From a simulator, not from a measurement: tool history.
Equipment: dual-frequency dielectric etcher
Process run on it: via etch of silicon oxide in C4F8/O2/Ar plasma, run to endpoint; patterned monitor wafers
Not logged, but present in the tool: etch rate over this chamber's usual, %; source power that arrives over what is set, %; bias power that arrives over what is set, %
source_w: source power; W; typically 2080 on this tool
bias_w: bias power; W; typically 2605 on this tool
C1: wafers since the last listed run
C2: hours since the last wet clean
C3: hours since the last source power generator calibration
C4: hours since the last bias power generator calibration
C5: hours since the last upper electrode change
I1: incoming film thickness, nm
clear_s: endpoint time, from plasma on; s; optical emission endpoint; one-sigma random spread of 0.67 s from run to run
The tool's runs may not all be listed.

run 1 hour=0 | source_w=2320 bias_w=2605 | C1=0 C2=446.4 C3=2012.5 C4=4843.7 C5=5759.2 | I1=1286.6 | clear_s=206.9
run 2 hour=17.1 | source_w=2320 bias_w=2605 | C1=137 C2=463.5 C3=2029.6 C4=4860.8 C5=5776.3 | I1=1289.1 | clear_s=205.9
run 3 hour=30.2 | source_w=2080 bias_w=2605 | C1=105 C2=476.6 C3=2042.7 C4=4873.9 C5=5789.4 | I1=1283.4 | clear_s=219.2
run 4 hour=44.8 | source_w=2080 bias_w=2605 | C1=117 C2=491.2 C3=2057.3 C4=4888.5 C5=5804 | I1=1267.1 | clear_s=215.8
run 5 hour=58 | source_w=2080 bias_w=2605 | C1=105 C2=504.4 C3=2070.5 C4=4901.7 C5=5817.2 | I1=1289.8 | clear_s=219.4
run 6 hour=67.6 | source_w=2080 bias_w=2363 | C1=77 C2=514 C3=2080.1 C4=4911.3 C5=5826.8 | I1=1289.3 | clear_s=224.1
run 7 hour=73.8 | source_w=2080 bias_w=2363 | C1=49 C2=520.2 C3=2086.3 C4=4917.5 C5=5833 | I1=1284.1 | clear_s=222.6
run 8 hour=91.2 | source_w=2080 bias_w=2605 | C1=139 C2=537.6 C3=2103.7 C4=4934.9 C5=5850.4 | I1=1268.8 | clear_s=214.6
run 9 hour=108.4 | source_w=2080 bias_w=2605 | C1=138 C2=554.8 C3=2120.9 C4=4952.1 C5=5867.6 | I1=1279.5 | clear_s=216.8
run 10 hour=122.1 | source_w=2080 bias_w=2605 | C1=109 C2=568.5 C3=2134.6 C4=4965.8 C5=5881.3 | I1=1298.7 | clear_s=220
run 11 hour=129.4 | source_w=2080 bias_w=2939 | C1=58 C2=575.8 C3=2141.9 C4=4973.1 C5=5888.6 | I1=1275.2 | clear_s=211
run 12 hour=136.9 | source_w=2080 bias_w=2605 | C1=60 C2=583.3 C3=2149.4 C4=4980.6 C5=5896.1 | I1=1303.3 | clear_s=220.4
run 13 hour=152.5 | source_w=2080 bias_w=2605 | C1=125 C2=598.9 C3=2165 C4=4996.2 C5=5911.7 | I1=1272 | clear_s=216.5
run 14 hour=160 | source_w=2380 bias_w=2405 | C1=60 C2=606.4 C3=2172.5 C4=5003.7 C5=5919.2 | I1=1283.6 | clear_s=203.6
run 15 hour=170 | source_w=2380 bias_w=2405 | C1=80 C2=616.4 C3=2182.5 C4=5013.7 C5=5929.2 | I1=1293.2 | clear_s=204.4
run 16 hour=187 | source_w=2380 bias_w=2405 | C1=136 C2=633.4 C3=2199.5 C4=5030.7 C5=5946.2 | I1=1289.9 | clear_s=204.2
-- hour=226.5 wet clean of the chamber
run 17 hour=227 | source_w=2080 bias_w=2105 | C1=128 C2=0.5 C3=2239.5 C4=5070.7 C5=5986.2 | I1=1298.9 | clear_s=237.6
run 18 hour=227.4 | source_w=1620 bias_w=2605 | C1=3 C2=0.9 C3=2239.9 C4=5071.1 C5=5986.6 | I1=1293.7 | clear_s=268.7
-- hour=233.2 bias power generator calibrated
run 19 hour=233.7 | source_w=2080 bias_w=2605 | C1=18 C2=7.2 C3=2246.2 C4=0.5 C5=5992.9 | I1=1290.2 | clear_s=225.8
run 20 hour=242.7 | source_w=2540 bias_w=2883 | C1=72 C2=16.2 C3=2255.2 C4=9.5 C5=6001.9 | I1=1285.5 | clear_s=195.7
-- hour=269.9 upper electrode replaced
run 21 hour=270.4 | source_w=2080 bias_w=2605 | C1=29 C2=43.9 C3=2282.9 C4=37.2 C5=0.5 | I1=1284.7 | clear_s=224
run 22 hour=270.7 | source_w=2080 bias_w=2605 | C1=2 C2=44.2 C3=2283.2 C4=37.5 C5=0.8 | I1=1287 | clear_s=224.3
run 23 hour=283.7 | source_w=2080 bias_w=2605 | C1=104 C2=57.2 C3=2296.2 C4=50.5 C5=13.8 | I1=1274.3 | clear_s=221.7
-- hour=299.7 source power generator calibrated
run 24 hour=300.5 | source_w=2080 bias_w=2832 | C1=102 C2=74 C3=0.8 C4=67.3 C5=30.6 | I1=1289 | clear_s=220.4
run 25 hour=312.3 | source_w=2560 bias_w=2102 | C1=94 C2=85.8 C3=12.6 C4=79.1 C5=42.4 | I1=1278.4 | clear_s=204.7
run 26 hour=324.8 | source_w=2080 bias_w=2605 | C1=100 C2=98.3 C3=25.1 C4=91.6 C5=54.9 | I1=1286 | clear_s=222.9
run 27 hour=338.8 | source_w=2410 bias_w=2605 | C1=112 C2=112.3 C3=39.1 C4=105.6 C5=68.9 | I1=1295.2 | clear_s=204.4
run 28 hour=354.6 | source_w=2080 bias_w=2605 | C1=126 C2=128.1 C3=54.9 C4=121.4 C5=84.7 | I1=1290.8 | clear_s=224.2
run 29 hour=366.9 | source_w=1860 bias_w=2108 | C1=98 C2=140.4 C3=67.2 C4=133.7 C5=97 | I1=1279.2 | clear_s=248.6
run 30 hour=380.9 | source_w=1630 bias_w=2605 | C1=112 C2=154.4 C3=81.2 C4=147.7 C5=111 | I1=1289.4 | clear_s=264.3
run 31 hour=392.6 | source_w=2540 bias_w=2883 | C1=93 C2=166.1 C3=92.9 C4=159.4 C5=122.7 | I1=1284.3 | clear_s=192.9
run 32 hour=405.4 | source_w=1680 bias_w=2230 | C1=102 C2=178.9 C3=105.7 C4=172.2 C5=135.5 | I1=1291.6 | clear_s=267.3
run 33 hour=420.3 | source_w=2270 bias_w=3189 | C1=119 C2=193.8 C3=120.6 C4=187.1 C5=150.4 | I1=1283.2 | clear_s=200.6
run 34 hour=433.2 | source_w=1740 bias_w=2605 | C1=103 C2=206.7 C3=133.5 C4=200 C5=163.3 | I1=1280.6 | clear_s=249.5
run 35 hour=444.1 | source_w=2080 bias_w=2809 | C1=87 C2=217.6 C3=144.4 C4=210.9 C5=174.2 | I1=1279.3 | clear_s=216

4 ways to go on from here, each from the tool as it stands after run 35. What would each give?
run A hour=444.6 | source_w=1840 bias_w=2605 | C1=4 C2=218.1 C3=144.9 C4=211.4 C5=174.7 | I1=1272.6 | clear_s=?
run B hour=444.6 | source_w=1680 bias_w=2605 | C1=4 C2=218.1 C3=144.9 C4=211.4 C5=174.7 | I1=1272.6 | clear_s=?
run C hour=444.6 | source_w=2080 bias_w=2301 | C1=4 C2=218.1 C3=144.9 C4=211.4 C5=174.7 | I1=1272.6 | clear_s=?
run D hour=444.6 | source_w=2080 bias_w=2085 | C1=4 C2=218.1 C3=144.9 C4=211.4 C5=174.7 | I1=1272.6 | clear_s=?

run=A clear_s=238.7
run=B clear_s=254.5
run=C clear_s=226
run=D clear_s=230.4
Had the tool no hidden state, the same runs would have come out as:
run=A clear_s=242.2
run=B clear_s=258.2
run=C clear_s=229.3
run=D clear_s=233.8

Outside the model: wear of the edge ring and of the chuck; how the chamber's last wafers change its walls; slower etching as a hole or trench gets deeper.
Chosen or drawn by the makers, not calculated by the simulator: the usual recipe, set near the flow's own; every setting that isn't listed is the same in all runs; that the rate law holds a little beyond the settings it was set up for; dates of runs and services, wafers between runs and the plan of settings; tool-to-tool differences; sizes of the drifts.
